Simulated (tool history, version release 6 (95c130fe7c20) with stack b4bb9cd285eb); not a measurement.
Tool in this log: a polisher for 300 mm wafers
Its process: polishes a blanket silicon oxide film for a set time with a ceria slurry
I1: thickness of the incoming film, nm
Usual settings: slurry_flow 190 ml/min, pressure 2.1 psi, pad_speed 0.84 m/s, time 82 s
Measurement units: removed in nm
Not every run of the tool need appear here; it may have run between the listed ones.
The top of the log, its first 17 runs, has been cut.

Run 18, hour 1736.7: usual settings but slurry_flow 170 ml/min, pressure 2.6 psi, time 99 s; I1 1170.8. Result: removed 267.3 nm.
Run 19, hour 1789.0: usual settings but slurry_flow 135 ml/min, pad_speed 1.06 m/s; I1 1185.0. Result: removed 221.5 nm.
At hour 1796.7: head pressure recalibrated.
Run 20, hour 1888.1: usual settings but slurry_flow 220 ml/min, pad_speed 1.12 m/s; I1 1170.0. Result: removed 265.4 nm.
Run 21, hour 1931.1: usual settings but pad_speed 0.70 m/s; I1 1180.0. Result: removed 162.4 nm.
At hour 1969.0: slurry nozzle cleaned.
Run 22, hour 1974.6: usual settings but slurry_flow 240 ml/min, time 99 s; I1 1172.7. Result: removed 246.2 nm.
Run 23, hour 2059.1: usual settings; I1 1184.9. Result: removed 196.9 nm.
Run 24, hour 2107.7: usual settings but pad_speed 0.76 m/s; I1 1170.9. Result: removed 176.7 nm.
At hour 2133.5: worn pad replaced by a new one.
Run 25, hour 2203.0: usual settings but pressure 2.3 psi; I1 1152.6. Result: removed 206.3 nm.
Run 26, hour 2253.4: usual settings; I1 1163.3. Result: removed 188.9 nm.
Run 27, hour 2360.9: usual settings but slurry_flow 240 ml/min, pressure 1.5 psi; I1 1151.9. Result: removed 144.1 nm.
At hour 2370.7: head pressure recalibrated.
Run 28, hour 2412.8: usual settings; I1 1152.6. Result: removed 198.0 nm.
Run 29, hour 2453.9: usual settings; I1 1154.9. Result: removed 196.6 nm.
Run 30, hour 2514.7: usual settings but pad_speed 0.64 m/s, time 94 s; I1 1182.0. Result: removed 169.5 nm.
Run 31, hour 2562.2: usual settings but pressure 1.4 psi, time 92 s; I1 1152.3. Result: removed 156.0 nm.
Run 32, hour 2618.3: usual settings; I1 1172.4. Result: removed 193.0 nm.
At hour 2683.4: slurry nozzle cleaned.
Run 33, hour 2709.1: usual settings but pad_speed 1.00 m/s; I1 1169.5. Result: removed 231.1 nm.
At hour 2721.9: worn pad replaced by a new one.
Run 34, hour 2745.3: usual settings but slurry_flow 220 ml/min, pressure 2.4 psi, pad_speed 1.12 m/s; I1 1172.7. Result: removed 293.0 nm.

Alternative continuations, all from the tool just after run 34; predict every row:
Run A, hour 2745.7: usual settings; I1 1165.1. Result: removed ?.
Run B, hour 2745.7: usual settings but time 93 s; I1 1165.1. Result: removed ?.
Run C, hour 2745.7: usual settings but pressure 1.7 psi, pad_speed 1.04 m/s; I1 1165.1. Result: removed ?.
Run D, hour 2745.7: usual settings but slurry_flow 210 ml/min, pressure 1.7 psi; I1 1165.1. Result: removed ?.
Run E, hour 2745.7: usual settings but time 66 s; I1 1165.1. Result: removed ?.

run  removed
  A    192.2
  B    218.0
  C    200.3
  D    163.6
  E    154.7
With the hidden condition removed and each run's random variation left untouched, the same runs would have given:
run  removed
  A    198.7
  B    225.4
  C    207.1
  D    169.1
  E    159.9
